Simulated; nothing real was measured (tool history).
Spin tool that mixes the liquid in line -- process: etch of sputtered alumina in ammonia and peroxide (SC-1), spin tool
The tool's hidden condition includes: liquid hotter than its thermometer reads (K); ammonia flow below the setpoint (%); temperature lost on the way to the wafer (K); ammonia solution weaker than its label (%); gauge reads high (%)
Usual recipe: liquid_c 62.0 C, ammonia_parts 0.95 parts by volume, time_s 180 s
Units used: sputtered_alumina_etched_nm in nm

run    hour  liquid_c  ammonia_parts  time_s  wafers since the last listed run  hours since the thermometer was replaced  hours since the ammonia flow meter was replaced  hours since the heated supply line was repaired  hours since the drum of ammonia solution was connected  hours since the gauge calibration  read-back film thickness of the sputtered alumina reference wafer, read on the same gauge (nm)  sputtered_alumina_etched_nm
  1     0.0      62.0           0.95     180                                 0                                     233.3                                           1595.5                                           2920.3                                                   696.0                             1330.7                                                                                           89.99                        18.56
  2    63.5      62.0           1.20     180                               488                                     296.8                                           1659.0                                           2983.8                                                   759.5                             1394.2                                                                                           89.99                        18.96
  3   134.0      68.5           0.95     180                               542                                     367.3                                           1729.5                                           3054.3                                                   830.0                             1464.7                                                                                           89.99                        25.70
  4   218.4      65.5           0.95     180                               649                                     451.7                                           1813.9                                           3138.7                                                   914.4                             1549.1                                                                                           90.01                        22.56
      248.0  -- new drum of ammonia solution connected
  5   272.9      62.0           0.75     180                               411                                     506.2                                           1868.4                                           3193.2                                                    24.9                             1603.6                                                                                           89.99                        18.68
  6   337.5      70.0           0.95     180                               496                                     570.8                                           1933.0                                           3257.8                                                    89.5                             1668.2                                                                                           90.01                        28.21
      393.2  -- gauge calibrated
  7   428.9      64.5           1.20     290                               702                                     662.2                                           2024.4                                           3349.2                                                   180.9                               35.7                                                                                           90.01                        35.36
  8   479.4      62.0           0.95     260                               388                                     712.7                                           2074.9                                           3399.7                                                   231.4                               86.2                                                                                           90.01                        27.74
  9   546.7      55.0           0.95     140                               517                                     780.0                                           2142.2                                           3467.0                                                   298.7                              153.5                                                                                           90.01                        10.46
      563.3  -- ammonia flow meter replaced
 10   646.4      62.0           0.55     180                               759                                     879.7                                             83.1                                           3566.7                                                   398.4                              253.2                                                                                           90.01                        18.51
      704.2  -- heated supply line repaired
 11   722.3      62.0           0.95     180                               575                                     955.6                                            159.0                                             18.1                                                   474.3                              329.1                                                                                           90.02                        19.47
 12   790.7      67.0           0.95     275                               526                                    1024.0                                            227.4                                             86.5                                                   542.7                              397.5                                                                                           90.02                        38.33
 13   828.5      62.0           0.95     180                               290                                    1061.8                                            265.2                                            124.3                                                   580.5                              435.3                                                                                           89.99                        19.65
 14   866.5      54.5           1.20     105                               292                                    1099.8                                            303.2                                            162.3                                                   618.5                              473.3                                                                                           89.98                         8.05
      900.0  -- thermometer replaced
 15   945.9      67.0           1.20     230                               602                                      45.9                                            382.6                                            241.7                                                   697.9                              552.7                                                                                           90.01                        30.78
 16  1002.2      54.5           0.95      70                               432                                     102.2                                            438.9                                            298.0                                                   754.2                              609.0                                                                                           90.00                         4.83
 17  1043.4      62.0           0.95     225                               316                                     143.4                                            480.1                                            339.2                                                   795.4                              650.2                                                                                           89.99                        22.75
 18  1124.3      68.5           1.20     210                               622                                     224.3                                            561.0                                            420.1                                                   876.3                              731.1                                                                                           90.00                        30.18
 19  1210.8      62.0           0.95     180                               665                                     310.8                                            647.5                                            506.6                                                   962.8                              817.6                                                                                           90.00                        18.52
     1298.6  -- new drum of ammonia solution connected
 20  1311.3      65.0           0.65     180                               765                                     411.3                                            748.0                                            607.1                                                    12.7                              918.1                                                                                           89.98                        20.86
 21  1349.3      62.0           0.95     180                               292                                     449.3                                            786.0                                            645.1                                                    50.7                              956.1                                                                                           90.01                        18.95
 22  1406.8      62.0           0.95     180                               442                                     506.8                                            843.5                                            702.6                                                   108.2                             1013.6                                                                                           90.01                        18.88
 23  1498.6      62.0           1.10     230                               705                                     598.6                                            935.3                                            794.4                                                   200.0                             1105.4                                                                                           90.01                        24.79
 24  1550.8      56.0           0.60     230                               401                                     650.8                                            987.5                                            846.6                                                   252.2                             1157.6                                                                                           90.03                        17.17

Alternative continuations, all from the tool just after run 24; predict every row:
  A  1551.3      62.0           0.95     180                                 3                                     651.3                                            988.0                                            847.1                                                   252.7                             1158.1                                                                                               ?                            ?
  B  1551.3      53.5           1.20      75                                 3                                     651.3                                            988.0                                            847.1                                                   252.7                             1158.1                                                                                               ?                            ?
  C  1551.3      62.0           0.70     140                                 3                                     651.3                                            988.0                                            847.1                                                   252.7                             1158.1                                                                                               ?                            ?
  D  1551.3      62.0           1.10     180                                 3                                     651.3                                            988.0                                            847.1                                                   252.7                             1158.1                                                                                               ?                            ?
  E  1551.3      62.0           0.75     250                                 3                                     651.3                                            988.0                                            847.1                                                   252.7                             1158.1                                                                                               ?                            ?

run  read-back film thickness of the sputtered alumina reference wafer, read on the same gauge (nm)  sputtered_alumina_etched_nm
  A                                                                                           90.00                        18.76
  B                                                                                           90.00                         5.15
  C                                                                                           90.00                        14.18
  D                                                                                           90.00                        19.02
  E                                                                                           90.00                        25.48
Had the tool no hidden state, the same runs would have come out as:
run  sputtered_alumina_etched_nm
  A                        17.70
  B                         4.84
  C                        13.38
  D                        17.95
  E                        24.04
